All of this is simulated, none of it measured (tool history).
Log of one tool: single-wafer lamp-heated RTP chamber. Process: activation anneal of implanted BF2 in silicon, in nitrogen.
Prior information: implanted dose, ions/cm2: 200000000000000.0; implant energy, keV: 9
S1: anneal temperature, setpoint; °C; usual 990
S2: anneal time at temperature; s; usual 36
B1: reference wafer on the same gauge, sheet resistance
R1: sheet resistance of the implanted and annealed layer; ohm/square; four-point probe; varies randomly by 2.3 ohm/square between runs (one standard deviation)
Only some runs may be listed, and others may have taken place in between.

| run | hour | S1 | S2 | B1 | R1 |
|---|---|---|---|---|---|
| 1 | 0 | 990 | 36 | 632.4 | 560.27 |
| 2 | 29.7 | 990 | 36 | 630.57 | 553.31 |
|  | 59 | pyrometer window cleaned and pyrometer calibrated |
| 3 | 59.5 | 990 | 36 | 630.25 | 555.92 |
| 4 | 80.8 | 990 | 23 | 630.24 | 568.83 |
| 5 | 110.7 | 990 | 23 | 631 | 569.15 |
| 6 | 127.8 | 990 | 31 | 630.98 | 559.45 |
| 7 | 159.3 | 990 | 36 | 631.62 | 560.66 |
| 8 | 175 | 990 | 36 | 630.02 | 556.11 |
| 9 | 195.8 | 990 | 26 | 631.21 | 557.52 |
|  | 225.3 | reflector plate cleaned |
|  | 229.2 | pyrometer window cleaned and pyrometer calibrated |
| 10 | 229.7 | 990 | 36 | 631.15 | 553.64 |
| 11 | 259.4 | 990 | 36 | 631.71 | 561.15 |
| 12 | 278 | 990 | 36 | 629.47 | 554.78 |
| 13 | 312.9 | 990 | 36 | 630.21 | 553.97 |
| 14 | 327.9 | 990 | 36 | 631.46 | 555.75 |
|  | 404.7 | pyrometer window cleaned and pyrometer calibrated |
|  | 409.8 | gauge calibrated |
| 15 | 420.6 | 990 | 41 | 631.95 | 552.82 |
| 16 | 440.8 | 979 | 17 | 631.84 | 578.81 |
| 17 | 518.5 | 976 | 30 | 630.8 | 576.38 |
| 18 | 539.8 | 990 | 36 | 631.84 | 553.36 |
|  | 547.8 | reflector plate cleaned |
| 19 | 558.2 | 976 | 30 | 630.91 | 571.5 |
| 20 | 583.3 | 1006 | 16 | 631.81 | 560.47 |
|  | 604.9 | pyrometer window cleaned and pyrometer calibrated |
| 21 | 607.2 | 963 | 36 | 630.28 | 580.38 |
| 22 | 626.9 | 990 | 36 | 630.83 | 556.13 |
| 23 | 662 | 973 | 27 | 630.81 | 574.2 |
| 24 | 697.1 | 990 | 23 | 630.01 | 562.83 |
| 25 | 732.4 | 990 | 36 | 630.53 | 556.89 |
| 26 | 752.2 | 968 | 36 | 631.75 | 574.3 |
|  | 776.5 | pyrometer window cleaned and pyrometer calibrated |
| 27 | 785.7 | 990 | 36 | 630.71 | 555.03 |
| 28 | 809.7 | 990 | 50 | 631.21 | 549 |
|  | 837.5 | reflector plate cleaned |
| 29 | 843.9 | 969 | 53 | 631.5 | 569.8 |
| 30 | 877.3 | 969 | 29 | 631.89 | 579.63 |

Hidden state, per run?
true wafer temperature minus pyrometer reading, K: 0, the same for each run
wafer temperature error from the tarnished reflector plate, K: 0, the same for each run
gauge reads high (%): 0, the same for each run

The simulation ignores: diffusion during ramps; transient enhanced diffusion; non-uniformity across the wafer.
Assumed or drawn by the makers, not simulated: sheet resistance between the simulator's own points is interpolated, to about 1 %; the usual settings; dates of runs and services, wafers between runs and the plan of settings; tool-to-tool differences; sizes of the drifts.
